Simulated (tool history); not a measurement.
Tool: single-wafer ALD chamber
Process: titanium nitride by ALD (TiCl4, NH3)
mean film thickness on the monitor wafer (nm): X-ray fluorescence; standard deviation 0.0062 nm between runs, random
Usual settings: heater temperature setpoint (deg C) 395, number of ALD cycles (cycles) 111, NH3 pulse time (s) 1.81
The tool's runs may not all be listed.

run	hour	heater temperature setpoint (deg C)	number of ALD cycles (cycles)	NH3 pulse time (s)	wafers since the last listed run	hours since the last thermocouple change	hours since the showerhead was replaced	hours since the gauge calibration	read-back reference wafer on the same gauge, thickness_nm	mean film thickness on the monitor wafer (nm)
1	0.0	389	111	1.81	0	1210.0	3256.4	116.5	2.900	2.464
2	42.8	389	111	1.81	66	1252.8	3299.2	159.3	2.902	2.472
3	51.1	407	111	1.81	12	1261.1	3307.5	167.6	2.900	2.507
4	78.5	395	111	1.81	42	1288.5	3334.9	195.0	2.900	2.491
5	91.2	395	111	1.81	19	1301.2	3347.6	207.7	2.900	2.494
6	98.8	395	111	1.81	11	1308.8	3355.2	215.3	2.901	2.489
7	112.1	395	111	1.49	20	1322.1	3368.5	228.6	2.898	2.458
8	122.9	395	111	1.81	16	1332.9	3379.3	239.4	2.901	2.496
9	133.3	395	111	1.81	16	1343.3	3389.7	249.8	2.900	2.488
10	141.8	395	111	1.81	13	1351.8	3398.2	258.3	2.900	2.487
11	155.5	395	111	1.81	21	1365.5	3411.9	272.0	2.901	2.501
12	168.7	395	111	1.81	20	1378.7	3425.1	285.2	2.900	2.488
13	180.9	395	111	1.81	19	1390.9	3437.3	297.4	2.901	2.489
14	196.2	406	132	1.81	23	1406.2	3452.6	312.7	2.902	2.977
# hour 203.2: gauge calibrated
15	212.4	400	104	1.81	25	1422.4	3468.8	9.2	2.900	2.354
16	261.4	408	111	1.81	76	1471.4	3517.8	58.2	2.898	2.508
# hour 292.4: thermocouple changed; heater temperature recalibrated
17	301.0	395	119	2.26	49	8.6	3557.4	97.8	2.900	2.700
# hour 322.2: showerhead replaced
18	332.1	395	111	1.81	36	39.7	9.9	128.9	2.900	2.491
19	339.8	405	102	2.10	12	47.4	17.6	136.6	2.899	2.304
20	349.2	395	111	2.31	14	56.8	27.0	146.0	2.899	2.501
21	362.5	386	111	2.31	20	70.1	40.3	159.3	2.900	2.480
22	371.5	395	111	1.81	14	79.1	49.3	168.3	2.900	2.486
23	417.3	388	111	1.18	71	124.9	95.1	214.1	2.898	2.442
24	423.6	388	133	2.03	9	131.2	101.4	220.4	2.901	2.976
25	436.8	383	132	2.07	20	144.4	114.6	233.6	2.900	2.926
26	447.5	406	111	2.31	16	155.1	125.3	244.3	2.899	2.521
27	456.0	403	100	1.54	13	163.6	133.8	252.8	2.899	2.257

What if the next run were any one of these 3? Each begins from the tool's condition after run 27:
A	456.6	395	128	1.81	0	164.2	134.4	253.4	?	?
B	456.6	388	99	1.59	0	164.2	134.4	253.4	?	?
C	456.6	399	89	2.11	0	164.2	134.4	253.4	?	?

run	read-back reference wafer on the same gauge, thickness_nm	mean film thickness on the monitor wafer (nm)
A	2.901	2.860
B	2.901	2.186
C	2.901	2.006
The same runs, with their run-to-run variation unchanged, on a tool lacking any hidden condition would have given:
run	mean film thickness on the monitor wafer (nm)
A	2.860
B	2.186
C	2.006

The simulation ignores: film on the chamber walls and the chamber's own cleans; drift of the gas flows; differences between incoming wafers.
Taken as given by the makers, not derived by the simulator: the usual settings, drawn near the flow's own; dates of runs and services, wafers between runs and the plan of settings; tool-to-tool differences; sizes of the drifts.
